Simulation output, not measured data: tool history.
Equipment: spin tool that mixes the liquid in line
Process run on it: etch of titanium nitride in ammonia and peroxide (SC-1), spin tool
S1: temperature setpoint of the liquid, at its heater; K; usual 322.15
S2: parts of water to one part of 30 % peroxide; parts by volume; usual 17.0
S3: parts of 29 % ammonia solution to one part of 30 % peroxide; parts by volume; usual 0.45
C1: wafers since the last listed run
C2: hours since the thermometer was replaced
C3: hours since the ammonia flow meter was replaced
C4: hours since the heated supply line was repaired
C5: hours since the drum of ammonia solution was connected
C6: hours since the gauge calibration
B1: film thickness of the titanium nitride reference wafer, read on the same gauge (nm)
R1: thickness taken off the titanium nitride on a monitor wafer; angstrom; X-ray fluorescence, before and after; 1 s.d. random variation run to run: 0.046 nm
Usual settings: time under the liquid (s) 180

{"run": 1, "hour": 0.0, "S1": 322.15, "S2": 17.0, "S3": 0.6, "time under the liquid (s)": 250, "C1": 0, "C2": 334.0, "C3": 1337.0, "C4": 317.4, "C5": 107.7, "C6": 1098.0, "B1": 139.98, "R1": 87.9}
{"run": 2, "hour": 90.2, "S1": 322.15, "S2": 17.0, "S3": 0.6, "time under the liquid (s)": 250, "C1": 742, "C2": 424.2, "C3": 1427.2, "C4": 407.6, "C5": 197.9, "C6": 1188.2, "B1": 139.97, "R1": 88.7}
{"run": 3, "hour": 128.8, "S1": 322.15, "S2": 17.0, "S3": 0.6, "time under the liquid (s)": 250, "C1": 317, "C2": 462.8, "C3": 1465.8, "C4": 446.2, "C5": 236.5, "C6": 1226.8, "B1": 139.98, "R1": 89.3}
{"run": 4, "hour": 199.7, "S1": 322.15, "S2": 12.0, "S3": 0.45, "time under the liquid (s)": 180, "C1": 583, "C2": 533.7, "C3": 1536.7, "C4": 517.1, "C5": 307.4, "C6": 1297.7, "B1": 139.95, "R1": 73.3}
{"hour": 254.5, "done": "new drum of ammonia solution connected"}
{"run": 5, "hour": 306.5, "S1": 322.15, "S2": 17.0, "S3": 0.45, "time under the liquid (s)": 180, "C1": 870, "C2": 640.5, "C3": 1643.5, "C4": 623.9, "C5": 52.0, "C6": 1404.5, "B1": 140.0, "R1": 60.6}
{"run": 6, "hour": 411.7, "S1": 322.15, "S2": 17.0, "S3": 0.45, "time under the liquid (s)": 180, "C1": 865, "C2": 745.7, "C3": 1748.7, "C4": 729.1, "C5": 157.2, "C6": 1509.7, "B1": 140.03, "R1": 61.2}
{"run": 7, "hour": 507.8, "S1": 322.15, "S2": 17.0, "S3": 0.45, "time under the liquid (s)": 180, "C1": 791, "C2": 841.8, "C3": 1844.8, "C4": 825.2, "C5": 253.3, "C6": 1605.8, "B1": 140.01, "R1": 62.0}
{"hour": 557.9, "done": "ammonia flow meter replaced"}
{"run": 8, "hour": 563.4, "S1": 322.15, "S2": 17.0, "S3": 0.45, "time under the liquid (s)": 180, "C1": 449, "C2": 897.4, "C3": 5.5, "C4": 880.8, "C5": 308.9, "C6": 1661.4, "B1": 140.02, "R1": 61.7}
{"run": 9, "hour": 600.9, "S1": 322.15, "S2": 17.0, "S3": 0.45, "time under the liquid (s)": 180, "C1": 308, "C2": 934.9, "C3": 43.0, "C4": 918.3, "C5": 346.4, "C6": 1698.9, "B1": 139.96, "R1": 62.0}
{"hour": 639.1, "done": "new drum of ammonia solution connected"}
{"hour": 681.2, "done": "gauge calibrated"}
{"run": 10, "hour": 803.7, "S1": 322.15, "S2": 23.5, "S3": 0.45, "time under the liquid (s)": 230, "C1": 1661, "C2": 1137.7, "C3": 245.8, "C4": 1121.1, "C5": 164.6, "C6": 122.5, "B1": 140.0, "R1": 65.8}
{"hour": 826.2, "done": "heated supply line repaired"}
{"run": 11, "hour": 868.7, "S1": 322.15, "S2": 17.0, "S3": 0.45, "time under the liquid (s)": 180, "C1": 526, "C2": 1202.7, "C3": 310.8, "C4": 42.5, "C5": 229.6, "C6": 187.5, "B1": 140.0, "R1": 62.1}
{"run": 12, "hour": 911.2, "S1": 322.15, "S2": 17.0, "S3": 0.45, "time under the liquid (s)": 180, "C1": 349, "C2": 1245.2, "C3": 353.3, "C4": 85.0, "C5": 272.1, "C6": 230.0, "B1": 139.99, "R1": 62.4}
{"run": 13, "hour": 991.8, "S1": 322.15, "S2": 17.0, "S3": 0.45, "time under the liquid (s)": 180, "C1": 663, "C2": 1325.8, "C3": 433.9, "C4": 165.6, "C5": 352.7, "C6": 310.6, "B1": 140.0, "R1": 61.8}
{"run": 14, "hour": 1044.3, "S1": 316.65, "S2": 17.0, "S3": 0.55, "time under the liquid (s)": 180, "C1": 432, "C2": 1378.3, "C3": 486.4, "C4": 218.1, "C5": 405.2, "C6": 363.1, "B1": 140.04, "R1": 43.8}
{"hour": 1079.3, "done": "new drum of ammonia solution connected"}
{"run": 15, "hour": 1103.4, "S1": 322.15, "S2": 17.0, "S3": 0.45, "time under the liquid (s)": 180, "C1": 478, "C2": 1437.4, "C3": 545.5, "C4": 277.2, "C5": 24.1, "C6": 422.2, "B1": 140.0, "R1": 62.6}
{"hour": 1157.7, "done": "thermometer replaced"}
{"run": 16, "hour": 1196.8, "S1": 317.65, "S2": 20.5, "S3": 0.6, "time under the liquid (s)": 210, "C1": 760, "C2": 39.1, "C3": 638.9, "C4": 370.6, "C5": 117.5, "C6": 515.6, "B1": 140.01, "R1": 48.6}
{"run": 17, "hour": 1287.5, "S1": 322.15, "S2": 19.5, "S3": 0.45, "time under the liquid (s)": 245, "C1": 746, "C2": 129.8, "C3": 729.6, "C4": 461.3, "C5": 208.2, "C6": 606.3, "B1": 139.99, "R1": 75.7}
{"run": 18, "hour": 1338.6, "S1": 312.65, "S2": 24.0, "S3": 0.35, "time under the liquid (s)": 275, "C1": 420, "C2": 180.9, "C3": 780.7, "C4": 512.4, "C5": 259.3, "C6": 657.4, "B1": 140.01, "R1": 36.2}
{"run": 19, "hour": 1412.5, "S1": 322.15, "S2": 17.0, "S3": 0.45, "time under the liquid (s)": 180, "C1": 608, "C2": 254.8, "C3": 854.6, "C4": 586.3, "C5": 333.2, "C6": 731.3, "B1": 139.99, "R1": 60.4}
{"run": 20, "hour": 1481.5, "S1": 322.15, "S2": 17.0, "S3": 0.6, "time under the liquid (s)": 250, "C1": 567, "C2": 323.8, "C3": 923.6, "C4": 655.3, "C5": 402.2, "C6": 800.3, "B1": 139.96, "R1": 90.9}
{"hour": 1498.7, "done": "new drum of ammonia solution connected"}
{"run": 21, "hour": 1524.7, "S1": 330.15, "S2": 17.0, "S3": 0.45, "time under the liquid (s)": 180, "C1": 347, "C2": 367.0, "C3": 966.8, "C4": 698.5, "C5": 26.0, "C6": 843.5, "B1": 139.97, "R1": 103.8}
{"run": 22, "hour": 1609.9, "S1": 313.15, "S2": 13.0, "S3": 0.35, "time under the liquid (s)": 110, "C1": 701, "C2": 452.2, "C3": 1052.0, "C4": 783.7, "C5": 111.2, "C6": 928.7, "B1": 139.97, "R1": 21.7}
{"run": 23, "hour": 1673.2, "S1": 322.15, "S2": 17.0, "S3": 0.55, "time under the liquid (s)": 180, "C1": 521, "C2": 515.5, "C3": 1115.3, "C4": 847.0, "C5": 174.5, "C6": 992.0, "B1": 140.02, "R1": 64.0}
{"run": 24, "hour": 1746.1, "S1": 322.15, "S2": 24.0, "S3": 0.45, "time under the liquid (s)": 230, "C1": 600, "C2": 588.4, "C3": 1188.2, "C4": 919.9, "C5": 247.4, "C6": 1064.9, "B1": 140.02, "R1": 63.9}
{"run": 25, "hour": 1829.8, "S1": 322.15, "S2": 17.0, "S3": 0.45, "time under the liquid (s)": 180, "C1": 688, "C2": 672.1, "C3": 1271.9, "C4": 1003.6, "C5": 331.1, "C6": 1148.6, "B1": 140.03, "R1": 61.2}

Each row is a separate what-if for the run after 25, all from the same tool condition, not one after another. Results?
{"run": "A", "hour": 1830.3, "S1": 322.15, "S2": 17.0, "S3": 0.45, "time under the liquid (s)": 235, "C1": 4, "C2": 672.6, "C3": 1272.4, "C4": 1004.1, "C5": 331.6, "C6": 1149.1, "B1": "?", "R1": "?"}
{"run": "B", "hour": 1830.3, "S1": 329.65, "S2": 14.0, "S3": 0.45, "time under the liquid (s)": 80, "C1": 4, "C2": 672.6, "C3": 1272.4, "C4": 1004.1, "C5": 331.6, "C6": 1149.1, "B1": "?", "R1": "?"}
{"run": "C", "hour": 1830.3, "S1": 326.15, "S2": 23.0, "S3": 0.45, "time under the liquid (s)": 85, "C1": 4, "C2": 672.6, "C3": 1272.4, "C4": 1004.1, "C5": 331.6, "C6": 1149.1, "B1": "?", "R1": "?"}

run=A B1=140.03 R1=80.3
run=B B1=140.03 R1=50.8
run=C B1=140.03 R1=32.3
The same runs, with their run-to-run variation unchanged, on a tool lacking any hidden condition would have given:
run=A R1=78.8
run=B R1=49.9
run=C R1=31.7

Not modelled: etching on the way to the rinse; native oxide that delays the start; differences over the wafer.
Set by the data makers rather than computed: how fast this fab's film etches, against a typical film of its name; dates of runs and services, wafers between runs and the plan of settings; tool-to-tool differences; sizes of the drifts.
